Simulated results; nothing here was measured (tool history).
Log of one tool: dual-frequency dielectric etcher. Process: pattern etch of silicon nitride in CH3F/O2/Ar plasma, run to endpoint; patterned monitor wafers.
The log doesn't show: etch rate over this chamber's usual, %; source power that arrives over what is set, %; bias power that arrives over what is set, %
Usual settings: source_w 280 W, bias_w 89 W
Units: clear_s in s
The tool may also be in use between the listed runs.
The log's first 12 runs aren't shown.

run,hour,source_w,bias_w,wafers since the last listed run,hours since the last wet clean,hours since the last source power generator calibration,hours since the last bias power generator calibration,hours since the last upper electrode change,"incoming incoming film thickness, nm",clear_s
13,178.4,280,89,113,576.4,2332.9,2162.9,4100.4,32.11,45.6
14,188.3,280,89,65,586.3,2342.8,2172.8,4110.3,32.29,45.8
15,200.6,280,89,80,598.6,2355.1,2185.1,4122.6,32.41,46
# hour 213.3: bias power generator calibrated
# hour 228.7: wet clean of the chamber
16,229.2,280,89,60,0.5,2383.7,15.9,4151.2,32.53,48.9
17,231.3,280,89,13,2.6,2385.8,18,4153.3,32.41,48.1
# hour 261.5: upper electrode replaced
18,262,340,89,44,33.3,2416.5,48.7,0.5,32.59,44.3
19,262.4,310,89,2,33.7,2416.9,49.1,0.9,32.33,46.4
20,264,350,79,10,35.3,2418.5,50.7,2.5,32.49,45.6
21,275.8,240,101,77,47.1,2430.3,62.5,14.3,32.59,49.6
# hour 290.7: source power generator calibrated
22,291.2,280,89,75,62.5,0.5,77.9,29.7,32.24,47.7
23,293.7,230,89,16,65,3,80.4,32.2,32.51,52
24,308.7,340,101,98,80,18,95.4,47.2,32.77,43.5
25,320,280,96,74,91.3,29.3,106.7,58.5,32.57,47.1
26,330.5,280,89,69,101.8,39.8,117.2,69,32.51,47.6

The next listed run, before its measurement:
27,342.5,280,89,78,113.8,51.8,129.2,81,32.06,?

clear_s: 47.2 s
Without the tool's hidden state the same run would have given clear_s 47.3 s.
